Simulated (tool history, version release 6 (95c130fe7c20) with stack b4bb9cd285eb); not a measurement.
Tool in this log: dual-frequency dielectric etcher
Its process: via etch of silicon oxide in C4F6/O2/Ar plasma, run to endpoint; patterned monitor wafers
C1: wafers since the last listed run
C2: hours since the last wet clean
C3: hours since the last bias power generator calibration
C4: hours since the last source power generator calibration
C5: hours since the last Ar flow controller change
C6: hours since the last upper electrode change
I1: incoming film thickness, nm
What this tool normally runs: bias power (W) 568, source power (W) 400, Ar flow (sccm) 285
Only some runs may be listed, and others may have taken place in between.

Run 1, hour 0.0: usual settings; C1 0; C2 89.2; C3 1177.5; C4 4707.6; C5 1960.3; C6 3542.4; I1 140.7. Result: endpoint time (s) 31.4.
Run 2, hour 60.6: usual settings but bias power (W) 516, source power (W) 350; C1 752; C2 149.8; C3 1238.1; C4 4768.2; C5 2020.9; C6 3603.0; I1 144.3. Result: endpoint time (s) 34.5.
Run 3, hour 120.4: usual settings; C1 742; C2 209.6; C3 1297.9; C4 4828.0; C5 2080.7; C6 3662.8; I1 141.4. Result: endpoint time (s) 31.4.
Run 4, hour 145.4: usual settings; C1 310; C2 234.6; C3 1322.9; C4 4853.0; C5 2105.7; C6 3687.8; I1 142.8. Result: endpoint time (s) 31.6.
Run 5, hour 170.0: usual settings; C1 305; C2 259.2; C3 1347.5; C4 4877.6; C5 2130.3; C6 3712.4; I1 144.4. Result: endpoint time (s) 31.9.
Run 6, hour 186.0: usual settings; C1 198; C2 275.2; C3 1363.5; C4 4893.6; C5 2146.3; C6 3728.4; I1 140.4. Result: endpoint time (s) 31.1.
Run 7, hour 220.4: usual settings; C1 427; C2 309.6; C3 1397.9; C4 4928.0; C5 2180.7; C6 3762.8; I1 141.4. Result: endpoint time (s) 31.1.
Run 8, hour 246.7: usual settings; C1 326; C2 335.9; C3 1424.2; C4 4954.3; C5 2207.0; C6 3789.1; I1 142.7. Result: endpoint time (s) 31.5.
Run 9, hour 259.5: usual settings; C1 158; C2 348.7; C3 1437.0; C4 4967.1; C5 2219.8; C6 3801.9; I1 142.7. Result: endpoint time (s) 31.4.
At hour 288.9: upper electrode replaced.
Run 10, hour 294.9: usual settings but bias power (W) 516, source power (W) 480, Ar flow (sccm) 263; C1 141; C2 384.1; C3 1472.4; C4 5002.5; C5 2255.2; C6 6.0; I1 142.5. Result: endpoint time (s) 30.0.
Run 11, hour 323.3: usual settings but bias power (W) 688, source power (W) 370, Ar flow (sccm) 227; C1 352; C2 412.5; C3 1500.8; C4 5030.9; C5 2283.6; C6 34.4; I1 141.4. Result: endpoint time (s) 29.2.
Run 12, hour 338.8: usual settings but bias power (W) 610, source power (W) 310; C1 192; C2 428.0; C3 1516.3; C4 5046.4; C5 2299.1; C6 49.9; I1 141.3. Result: endpoint time (s) 32.7.
At hour 418.7: Ar flow controller replaced.
At hour 420.0: wet clean of the chamber.
Run 13, hour 420.5: usual settings but bias power (W) 524, Ar flow (sccm) 244; C1 924; C2 0.5; C3 1598.0; C4 5128.1; C5 1.8; C6 131.6; I1 143.1. Result: endpoint time (s) 32.4.
Run 14, hour 420.8: usual settings; C1 3; C2 0.8; C3 1598.3; C4 5128.4; C5 2.1; C6 131.9; I1 141.2. Result: endpoint time (s) 31.6.
At hour 437.2: source power generator calibrated.
At hour 445.3: bias power generator calibrated.
Run 15, hour 445.8: usual settings; C1 211; C2 25.8; C3 0.5; C4 8.6; C5 27.1; C6 156.9; I1 140.9. Result: endpoint time (s) 31.5.
Run 16, hour 478.8: usual settings but bias power (W) 667; C1 409; C2 58.8; C3 33.5; C4 41.6; C5 60.1; C6 189.9; I1 142.3. Result: endpoint time (s) 30.2.
Run 17, hour 562.8: usual settings but bias power (W) 507, source power (W) 370; C1 1043; C2 142.8; C3 117.5; C4 125.6; C5 144.1; C6 273.9; I1 140.1. Result: endpoint time (s) 33.0.
Run 18, hour 593.6: usual settings but bias power (W) 688, source power (W) 370, Ar flow (sccm) 227; C1 382; C2 173.6; C3 148.3; C4 156.4; C5 174.9; C6 304.7; I1 142.0. Result: endpoint time (s) 29.8.

Measured minus without-hidden-state, run by run (identical run-to-run variation in each term; gauge scatter may differ):
Unlogged tool condition in this case: etch rate over this chamber's usual, %; bias power that arrives over what is set, %; source power that arrives over what is set, %; Ar flow that arrives over what is set, %.
run  endpoint time (s)
  1               -0.2
  2               -0.3
  3               -0.5
  4               -0.5
  5               -0.5
  6               -0.5
  7               -0.6
  8               -0.7
  9               -0.8
 10               -0.8
 11               -0.8
 12               -0.9
 13               -0.1
 14               -0.1
 15               -0.1
 16               -0.2
 17               -0.4
 18               -0.4

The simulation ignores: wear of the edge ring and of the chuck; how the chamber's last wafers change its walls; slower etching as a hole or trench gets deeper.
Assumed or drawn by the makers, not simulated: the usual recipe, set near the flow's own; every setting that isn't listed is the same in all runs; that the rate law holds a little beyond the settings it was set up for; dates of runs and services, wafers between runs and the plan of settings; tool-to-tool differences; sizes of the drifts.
